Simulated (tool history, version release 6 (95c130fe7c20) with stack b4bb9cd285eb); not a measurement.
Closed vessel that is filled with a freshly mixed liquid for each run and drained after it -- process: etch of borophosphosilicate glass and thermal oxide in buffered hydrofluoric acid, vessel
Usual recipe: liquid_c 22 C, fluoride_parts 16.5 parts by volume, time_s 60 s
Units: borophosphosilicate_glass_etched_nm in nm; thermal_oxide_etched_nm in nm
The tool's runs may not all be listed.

run,hour,liquid_c,fluoride_parts,time_s,wafers since the last listed run,hours since the thermometer was replaced,hours since the hydrofluoric acid flow meter was replaced,hours since the gauge calibration,"read-back film thickness of the borophosphosilicate glass reference wafer, read on the same gauge (nm)","read-back film thickness of the thermal oxide reference wafer, read on the same gauge (nm)",borophosphosilicate_glass_etched_nm,thermal_oxide_etched_nm
1,0,22,16.5,60,0,301.9,584.3,1296.9,60,50.01,120.9,44.85
2,99.5,22,21,60,9007,401.4,683.8,1396.4,59.99,50,95.2,35.35
# hour 109.2: gauge calibrated
3,183.8,22,21,60,7631,485.7,768.1,74.6,59.99,49.99,96.58,35.61
4,230,22,21,60,4182,531.9,814.3,120.8,60,50,95.65,35.51
5,312.1,22,20.5,75,7432,614,896.4,202.9,60,50,123.24,45.66
6,364.2,22,20.5,75,4716,666.1,948.5,255,60.01,49.99,124.36,46.12
7,433.2,24,16.5,50,6246,735.1,1017.5,324,60,50.01,114.69,43.13
# hour 475.5: hydrofluoric acid flow meter replaced
8,504,22,19,40,6319,805.9,28.5,394.8,60,50.01,75.38,27.52
9,568,22,16.5,60,5793,869.9,92.5,458.8,60,50,129.27,47.96
10,673.7,24.5,19,60,9569,975.6,198.2,564.5,60,50,129.99,47.63
11,734.7,22,16.5,60,5522,1036.6,259.2,625.5,59.99,50.01,129.33,48.75
12,837,19.5,16.5,80,9261,1138.9,361.5,727.8,60,50.01,150.31,56.14
13,891.5,24.5,18.5,30,4933,1193.4,416,782.3,59.99,50.01,66.9,24.53
# hour 950.2: hydrofluoric acid flow meter replaced, repeated, since the last time left the tool worse
# hour 954.9: thermometer replaced
14,987,25,16.5,60,8464,32.1,36.8,877.8,60.01,50,139.1,50.57
15,1029.1,22,22.5,75,3811,74.2,78.9,919.9,60,50.02,111.31,41.55
16,1077.1,22,16.5,45,4345,122.2,126.9,967.9,60.01,49.98,88.14,32.89
17,1142.9,22,20,30,5956,188,192.7,1033.7,60,50.02,49.01,18.13
18,1223.5,19,20,40,7296,268.6,273.3,1114.3,60,50.01,55.57,20.73
19,1279.8,22,16.5,60,5096,324.9,329.6,1170.6,60.01,49.99,118.21,44.44
20,1344.5,25.5,16.5,75,5857,389.6,394.3,1235.3,59.99,50.01,180.65,67.58
21,1396.1,19.5,16.5,60,4671,441.2,445.9,1286.9,59.98,50.01,104.16,38.71
22,1438.6,19,20,70,3847,483.7,488.4,1329.4,60.01,49.98,98.39,35.96
# hour 1460.9: gauge calibrated
23,1492,22,16.5,75,4834,537.1,541.8,31.1,60.01,49.99,151.62,54.91
24,1579.4,26.5,16.5,60,7912,624.5,629.2,118.5,59.99,50,154.57,56.98

Selected run-to-run steps in borophosphosilicate_glass_etched_nm, each split into two signed amounts: the part the tool would show with no hidden state at all (from settings, incoming material and random variation), and the remainder, which goes to the hidden state together with any gauge scatter not common to the measured and the hidden-state-free results:
The tool's hidden condition here consists of: liquid hotter than its thermometer reads (K); hydrofluoric acid flow above the setpoint (%); gauge reads high (%).
Run 12 -> 13: liquid_c 19.5 -> 24.5, fluoride_parts 16.5 -> 18.5, time_s 80 -> 30. borophosphosilicate_glass_etched_nm -83.41 nm: hidden state -9.01, all else -74.4.
Run 13 -> 14: liquid_c 24.5 -> 25, fluoride_parts 18.5 -> 16.5, time_s 30 -> 60, hydrofluoric acid flow meter replaced, repeated, since the last time left the tool worse, thermometer replaced. borophosphosilicate_glass_etched_nm +72.2 nm: hidden state -6.26, all else +78.46.
Run 20 -> 21: liquid_c 25.5 -> 19.5, time_s 75 -> 60. borophosphosilicate_glass_etched_nm -76.49 nm: hidden state -1.75, all else -74.74.
